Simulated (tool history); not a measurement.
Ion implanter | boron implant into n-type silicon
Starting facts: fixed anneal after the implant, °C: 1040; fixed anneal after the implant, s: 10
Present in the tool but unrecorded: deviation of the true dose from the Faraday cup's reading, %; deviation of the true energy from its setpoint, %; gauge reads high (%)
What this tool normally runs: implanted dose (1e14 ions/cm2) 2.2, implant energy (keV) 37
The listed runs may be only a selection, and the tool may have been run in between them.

run   hour  implanted dose (1e14 ions/cm2)  implant energy (keV)  wafers since the last listed run  hours since the last dose calibration  hours since the extraction supply was calibrated  hours since the gauge calibration  read-back reference wafer on the same gauge, sheet resistance  sheet resistance of the implanted and annealed layer (ohm/square)
  1      0                            2.72                  41.5                                 0                                 1697.7                                            4851.9                               99.6                                                         463.98                                                             314.51
  2     14                            2.72                  41.5                               425                                 1711.7                                            4865.9                              113.6                                                         463.71                                                             314.69
  3   21.2                            2.72                  41.5                               218                                 1718.9                                            4873.1                              120.8                                                         464.02                                                             314.89
  4   36.1                             2.2                    37                               452                                 1733.8                                              4888                              135.7                                                         463.94                                                             377.05
  5   44.9                             2.2                    37                               267                                 1742.6                                            4896.8                              144.5                                                         464.06                                                             377.45
  6   62.4                             2.2                    37                               532                                 1760.1                                            4914.3                                162                                                         463.99                                                             376.24
  7   71.6                             2.2                    29                               279                                 1769.3                                            4923.5                              171.2                                                         464.07                                                             387.91
  8   80.4                             2.2                    29                               267                                 1778.1                                            4932.3                                180                                                         464.15                                                             387.45
  9   89.5                             2.2                    29                               276                                 1787.2                                            4941.4                              189.1                                                         464.11                                                             388.11
 10   99.4                             2.2                    37                               300                                 1797.1                                            4951.3                                199                                                         464.17                                                             376.21
 11  116.7                             2.2                    37                               525                                 1814.4                                            4968.6                              216.3                                                          464.1                                                             376.33
 12  126.7                             2.2                    37                               304                                 1824.4                                            4978.6                              226.3                                                          463.9                                                             375.29
     127.9  -- gauge calibrated
     135.1  -- extraction supply calibrated
 13  139.4                            1.94                  33.5                               142                                 1837.1                                               4.3                               11.5                                                         463.81                                                             420.11
 14  148.7                            1.94                  33.5                               282                                 1846.4                                              13.6                               20.8                                                         464.15                                                             419.46
 15  157.2                             2.2                    37                               258                                 1854.9                                              22.1                               29.3                                                         464.39                                                             374.65
 16    174                            2.43                    27                               510                                 1871.7                                              38.9                               46.1                                                         463.96                                                             358.04
 17  182.2                             2.2                  44.5                               249                                 1879.9                                              47.1                               54.3                                                         463.66                                                             366.51
 18  189.2                            1.94                  33.5                               212                                 1886.9                                              54.1                               61.3                                                         464.12                                                             417.68
 19  198.5                             2.2                    37                               282                                 1896.2                                              63.4                               70.6                                                          464.1                                                             374.23
 20  211.6                             2.2                    37                               398                                 1909.3                                              76.5                               83.7                                                         463.96                                                             374.19
 21    218                             2.2                    37                               194                                 1915.7                                              82.9                               90.1                                                         463.79                                                             374.46
     231.6  -- Faraday cup replaced and dose calibrated
 22  232.1                             2.2                    37                               185                                    0.5                                                97                              104.2                                                          464.3                                                             389.12
 23  237.5                            1.58                    37                               164                                    5.9                                             102.4                              109.6                                                         464.14                                                             501.91
 24  254.2                             2.2                    32                               507                                   22.6                                             119.1                              126.3                                                            464                                                             396.74
 25  264.2                            1.67                  28.5                               304                                   32.6                                             129.1                              136.3                                                          463.5                                                             499.34
 26  273.2                            1.66                    46                               273                                   41.6                                             138.1                              145.3                                                         463.62                                                             466.55
 27  281.3                            2.68                    37                               246                                   49.7                                             146.2                              153.4                                                         464.07                                                             334.27
 28    295                            1.76                    29                               416                                   63.4                                             159.9                              167.1                                                         464.42                                                             477.64
 29    305                            2.74                  47.5                               304                                   73.4                                             169.9                              177.1                                                         463.84                                                             318.35
 30  321.8                             2.2                    37                               510                                   90.2                                             186.7                              193.9                                                         464.18                                                             389.41

For each run, what was the tool's unlogged condition?
deviation of the true energy from its setpoint, %: 0 at every run
gauge reads high (%): 0 at every run
H1: deviation of the true dose from the Faraday cup's reading, %
run     H1
  1   4.55
  2   4.62
  3   4.65
  4   4.73
  5   4.77
  6   4.86
  7   4.91
  8   4.95
  9      5
 10   5.05
 11   5.14
 12   5.19
 13   5.26
 14   5.31
 15   5.35
 16   5.44
 17   5.49
 18   5.53
 19   5.58
 20   5.65
 21   5.68
 22  0.438
 23  0.438
 24  0.439
 25   0.44
 26  0.441
 27  0.442
 28  0.444
 29  0.446
 30   0.45

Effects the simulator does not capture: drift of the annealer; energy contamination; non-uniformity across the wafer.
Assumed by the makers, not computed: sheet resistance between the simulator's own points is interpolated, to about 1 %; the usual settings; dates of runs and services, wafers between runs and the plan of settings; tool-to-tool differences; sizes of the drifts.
